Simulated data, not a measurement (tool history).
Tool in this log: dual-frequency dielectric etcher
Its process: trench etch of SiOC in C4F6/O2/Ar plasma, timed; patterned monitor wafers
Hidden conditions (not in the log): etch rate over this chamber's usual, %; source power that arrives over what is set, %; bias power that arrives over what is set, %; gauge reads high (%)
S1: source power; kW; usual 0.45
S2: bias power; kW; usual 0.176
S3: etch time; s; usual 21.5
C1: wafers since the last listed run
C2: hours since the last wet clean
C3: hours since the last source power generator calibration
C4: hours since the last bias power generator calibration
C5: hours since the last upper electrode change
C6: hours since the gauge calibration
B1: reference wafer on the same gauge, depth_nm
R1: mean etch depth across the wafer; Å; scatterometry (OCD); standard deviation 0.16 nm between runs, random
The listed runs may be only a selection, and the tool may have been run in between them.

run,hour,S1,S2,S3,C1,C2,C3,C4,C5,C6,B1,R1
1,0,0.45,0.191,24,0,473.7,2243.1,2305.5,3234.9,70.7,47.06,481.7
2,14.5,0.45,0.176,20,226,488.2,2257.6,2320,3249.4,85.2,47.06,387.2
3,24.5,0.45,0.176,20,155,498.2,2267.6,2330,3259.4,95.2,47.1,386
4,32.7,0.45,0.176,21.5,127,506.4,2275.8,2338.2,3267.6,103.4,47.14,417
5,41.6,0.45,0.176,21.5,138,515.3,2284.7,2347.1,3276.5,112.3,47.01,413.4
6,50.1,0.38,0.176,19.5,132,523.8,2293.2,2355.6,3285,120.8,47.06,339.3
7,58.9,0.38,0.176,19.5,137,532.6,2302,2364.4,3293.8,129.6,47.13,341.8
# hour 78.1: source power generator calibrated
# hour 93.3: upper electrode replaced
# hour 99.1: wet clean of the chamber
8,99.6,0.45,0.176,18.5,245,0.5,21.5,2405.1,6.3,170.3,47.03,324.5
9,99.9,0.45,0.196,21.5,4,0.8,21.8,2405.4,6.6,170.6,47.13,386.4
10,100.2,0.45,0.176,21.5,4,1.1,22.1,2405.7,6.9,170.9,47.17,375.2
11,100.5,0.45,0.176,21.5,4,1.4,22.4,2406,7.2,171.2,47.11,374.3
12,105.8,0.45,0.176,26,82,6.7,27.7,2411.3,12.5,176.5,47.12,452
# hour 142.2: wet clean of the chamber, repeated, since the last time left the tool worse
13,142.7,0.45,0.176,26,201,0.5,64.6,2448.2,49.4,213.4,47.12,494.9
14,143.1,0.4,0.143,18,6,0.9,65,2448.6,49.8,213.8,47.06,295.5
15,143.4,0.54,0.176,21.5,4,1.2,65.3,2448.9,50.1,214.1,47.1,452.4
16,147,0.52,0.193,24,56,4.8,68.9,2452.5,53.7,217.7,47.13,512.8
17,154.7,0.5,0.176,24,120,12.5,76.6,2460.2,61.4,225.4,47.11,487.3
18,166,0.39,0.204,24,176,23.8,87.9,2471.5,72.7,236.7,47.05,435.1
# hour 175.5: gauge calibrated
# hour 186.6: bias power generator calibrated
19,187.1,0.37,0.151,16,266,44.9,109,0.5,93.8,11.6,47.18,253.5
20,194.7,0.45,0.176,21.5,118,52.5,116.6,8.1,101.4,19.2,47.09,406.6
21,201.6,0.45,0.176,21.5,107,59.4,123.5,15,108.3,26.1,47.06,409.8
22,211.3,0.52,0.176,17,151,69.1,133.2,24.7,118,35.8,47.07,353
23,219.3,0.51,0.176,21.5,124,77.1,141.2,32.7,126,43.8,47.11,445.1
24,226.7,0.55,0.176,21.5,115,84.5,148.6,40.1,133.4,51.2,47.13,464.6
25,237.1,0.53,0.137,21.5,162,94.9,159,50.5,143.8,61.6,47.07,416.7
26,244.7,0.34,0.176,27,118,102.5,166.6,58.1,151.4,69.2,47.02,422.6
27,253.5,0.45,0.176,21.5,137,111.3,175.4,66.9,160.2,78,47.07,410.7

Each row is a separate what-if for the run after 27, all from the same tool condition, not one after another. Results?
A,253.9,0.45,0.176,21.5,6,111.7,175.8,67.3,160.6,78.4,?,?
B,253.9,0.45,0.144,21.5,6,111.7,175.8,67.3,160.6,78.4,?,?
C,253.9,0.45,0.156,16.5,6,111.7,175.8,67.3,160.6,78.4,?,?
D,253.9,0.35,0.204,21.5,6,111.7,175.8,67.3,160.6,78.4,?,?
E,253.9,0.54,0.154,21.5,6,111.7,175.8,67.3,160.6,78.4,?,?

run,B1,R1
A,47.1,411
B,47.1,384.9
C,47.1,303.1
D,47.1,364.6
E,47.1,439
The same runs, with their run-to-run variation unchanged, on a tool lacking any hidden condition would have given:
run,R1
A,402.9
B,377.4
C,297.2
D,357.4
E,430.4

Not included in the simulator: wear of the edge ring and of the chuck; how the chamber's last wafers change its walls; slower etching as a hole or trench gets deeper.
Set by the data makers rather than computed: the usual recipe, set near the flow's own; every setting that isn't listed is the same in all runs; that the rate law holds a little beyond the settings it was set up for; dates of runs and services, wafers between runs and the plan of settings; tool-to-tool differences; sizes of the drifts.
